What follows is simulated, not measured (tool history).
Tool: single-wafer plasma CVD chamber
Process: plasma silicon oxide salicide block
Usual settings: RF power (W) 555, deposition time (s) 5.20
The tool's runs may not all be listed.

run,hour,RF power (W),deposition time (s),"read-back reference wafer on the same gauge, thickness_nm",mean film thickness on the monitor wafer (Å)
1,0.0,555,5.20,53.296,523.13
2,32.1,555,5.20,53.332,523.91
3,68.5,530,5.20,53.355,512.72
4,137.9,530,5.20,53.233,514.64
5,181.3,555,5.82,53.273,582.28
6,376.7,555,6.03,53.281,605.56
7,424.2,620,4.50,53.251,464.57
8,453.0,555,5.20,53.330,520.43
9,484.1,555,4.78,53.291,480.15
10,548.9,555,5.20,53.281,520.27
11,602.1,555,5.20,53.328,517.38
12,654.9,555,5.20,53.326,515.99
13,701.4,585,5.20,53.288,524.73
14,758.2,585,5.20,53.277,526.17
15,785.6,555,5.20,53.300,516.85
16,838.7,555,5.20,53.322,514.35
17,877.4,555,5.20,53.264,514.54
18,932.0,555,4.95,53.345,494.37
# hour 994.0: gauge calibrated
19,1083.3,555,4.87,53.269,480.65
20,1123.0,555,4.87,53.274,480.75
21,1172.9,555,5.20,53.248,514.72
# hour 1182.7: RF generator calibrated
22,1235.8,480,5.60,53.311,545.62
23,1285.1,555,5.20,53.299,524.46
24,1320.4,555,5.20,53.320,521.13
25,1346.5,590,4.92,53.295,504.74
26,1403.8,645,5.76,53.285,605.64

What does the tool deliver on the next run?
27,1429.6,595,5.49,?,?

read-back reference wafer on the same gauge, thickness_nm: 53.288
mean film thickness on the monitor wafer (Å): 560.27
Without the tool's hidden state the same run would have given mean film thickness on the monitor wafer (Å) 560.96.
